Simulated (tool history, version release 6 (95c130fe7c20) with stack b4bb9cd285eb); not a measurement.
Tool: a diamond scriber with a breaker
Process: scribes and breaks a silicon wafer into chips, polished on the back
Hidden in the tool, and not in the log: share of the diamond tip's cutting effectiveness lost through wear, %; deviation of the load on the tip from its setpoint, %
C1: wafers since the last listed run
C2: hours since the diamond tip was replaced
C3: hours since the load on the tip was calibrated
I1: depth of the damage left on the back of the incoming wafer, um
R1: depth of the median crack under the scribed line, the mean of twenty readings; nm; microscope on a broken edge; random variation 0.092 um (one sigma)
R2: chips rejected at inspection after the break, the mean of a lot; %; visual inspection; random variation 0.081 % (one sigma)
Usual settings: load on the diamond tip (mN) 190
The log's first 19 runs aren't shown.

{"run": 20, "hour": 535.8, "load on the diamond tip (mN)": 215, "C1": 56, "C2": 406.5, "C3": 2072.7, "I1": 0.04, "R1": 10190, "R2": 4.23}
{"run": 21, "hour": 557.9, "load on the diamond tip (mN)": 190, "C1": 61, "C2": 428.6, "C3": 2094.8, "I1": 0.04, "R1": 9380, "R2": 1.66}
{"run": 22, "hour": 589.1, "load on the diamond tip (mN)": 135, "C1": 87, "C2": 459.8, "C3": 2126.0, "I1": 0.03, "R1": 7430, "R2": 9.16}
{"run": 23, "hour": 601.8, "load on the diamond tip (mN)": 235, "C1": 35, "C2": 472.5, "C3": 2138.7, "I1": 0.04, "R1": 10790, "R2": 7.81}
{"run": 24, "hour": 635.7, "load on the diamond tip (mN)": 226, "C1": 95, "C2": 506.4, "C3": 2172.6, "I1": 0.03, "R1": 10310, "R2": 5.21}
{"run": 25, "hour": 666.8, "load on the diamond tip (mN)": 215, "C1": 87, "C2": 537.5, "C3": 2203.7, "I1": 0.04, "R1": 9940, "R2": 3.57}
{"run": 26, "hour": 700.5, "load on the diamond tip (mN)": 145, "C1": 94, "C2": 571.2, "C3": 2237.4, "I1": 0.02, "R1": 7750, "R2": 7.06}
{"hour": 714.0, "done": "load on the tip recalibrated"}
{"run": 27, "hour": 715.6, "load on the diamond tip (mN)": 211, "C1": 36, "C2": 586.3, "C3": 1.6, "I1": 0.02, "R1": 9000, "R2": 1.36}
{"run": 28, "hour": 735.0, "load on the diamond tip (mN)": 205, "C1": 54, "C2": 605.7, "C3": 21.0, "I1": 0.03, "R1": 8760, "R2": 1.55}
{"run": 29, "hour": 755.5, "load on the diamond tip (mN)": 190, "C1": 57, "C2": 626.2, "C3": 41.5, "I1": 0.04, "R1": 8370, "R2": 2.72}
{"run": 30, "hour": 771.4, "load on the diamond tip (mN)": 229, "C1": 44, "C2": 642.1, "C3": 57.4, "I1": 0.02, "R1": 9390, "R2": 1.84}
{"run": 31, "hour": 873.4, "load on the diamond tip (mN)": 207, "C1": 285, "C2": 744.1, "C3": 159.4, "I1": 0.04, "R1": 8750, "R2": 1.76}
{"run": 32, "hour": 891.5, "load on the diamond tip (mN)": 190, "C1": 50, "C2": 762.2, "C3": 177.5, "I1": 0.04, "R1": 8240, "R2": 3.07}
{"run": 33, "hour": 908.3, "load on the diamond tip (mN)": 151, "C1": 47, "C2": 779.0, "C3": 194.3, "I1": 0.04, "R1": 6910, "R2": 12.89}
{"run": 34, "hour": 927.4, "load on the diamond tip (mN)": 225, "C1": 53, "C2": 798.1, "C3": 213.4, "I1": 0.01, "R1": 9250, "R2": 1.62}
{"run": 35, "hour": 943.4, "load on the diamond tip (mN)": 218, "C1": 44, "C2": 814.1, "C3": 229.4, "I1": 0.02, "R1": 9060, "R2": 1.4}
{"run": 36, "hour": 975.4, "load on the diamond tip (mN)": 162, "C1": 89, "C2": 846.1, "C3": 261.4, "I1": 0.03, "R1": 7200, "R2": 9.83}
{"run": 37, "hour": 1002.7, "load on the diamond tip (mN)": 219, "C1": 76, "C2": 873.4, "C3": 288.7, "I1": 0.03, "R1": 9100, "R2": 1.44}
{"run": 38, "hour": 1034.2, "load on the diamond tip (mN)": 243, "C1": 88, "C2": 904.9, "C3": 320.2, "I1": 0.01, "R1": 9530, "R2": 2.23}
{"run": 39, "hour": 1056.5, "load on the diamond tip (mN)": 175, "C1": 62, "C2": 927.2, "C3": 342.5, "I1": 0.02, "R1": 7500, "R2": 7.07}
{"run": 40, "hour": 1091.1, "load on the diamond tip (mN)": 237, "C1": 97, "C2": 961.8, "C3": 377.1, "I1": 0.05, "R1": 9300, "R2": 1.75}
{"hour": 1100.2, "done": "diamond tip replaced by a new one"}
{"run": 41, "hour": 1113.5, "load on the diamond tip (mN)": 190, "C1": 57, "C2": 13.3, "C3": 399.5, "I1": 0.03, "R1": 9210, "R2": 1.57}
{"run": 42, "hour": 1130.3, "load on the diamond tip (mN)": 171, "C1": 47, "C2": 30.1, "C3": 416.3, "I1": 0.03, "R1": 8460, "R2": 1.85}

4 ways to go on from here, each from the tool as it stands after run 42. What would each give?
{"run": "A", "hour": 1130.9, "load on the diamond tip (mN)": 217, "C1": 1, "C2": 30.7, "C3": 416.9, "I1": 0.04, "R1": "?", "R2": "?"}
{"run": "B", "hour": 1130.9, "load on the diamond tip (mN)": 221, "C1": 1, "C2": 30.7, "C3": 416.9, "I1": 0.04, "R1": "?", "R2": "?"}
{"run": "C", "hour": 1130.9, "load on the diamond tip (mN)": 152, "C1": 1, "C2": 30.7, "C3": 416.9, "I1": 0.04, "R1": "?", "R2": "?"}
{"run": "D", "hour": 1130.9, "load on the diamond tip (mN)": 241, "C1": 1, "C2": 30.7, "C3": 416.9, "I1": 0.04, "R1": "?", "R2": "?"}

run=A R1=10080 R2=3.51
run=B R1=10200 R2=4.02
run=C R1=7940 R2=4.97
run=D R1=10810 R2=7.12
Without the tool's hidden state the same runs would have given:
run=A R1=9940 R2=3.00
run=B R1=10060 R2=3.44
run=C R1=7830 R2=5.72
run=D R1=10660 R2=6.27

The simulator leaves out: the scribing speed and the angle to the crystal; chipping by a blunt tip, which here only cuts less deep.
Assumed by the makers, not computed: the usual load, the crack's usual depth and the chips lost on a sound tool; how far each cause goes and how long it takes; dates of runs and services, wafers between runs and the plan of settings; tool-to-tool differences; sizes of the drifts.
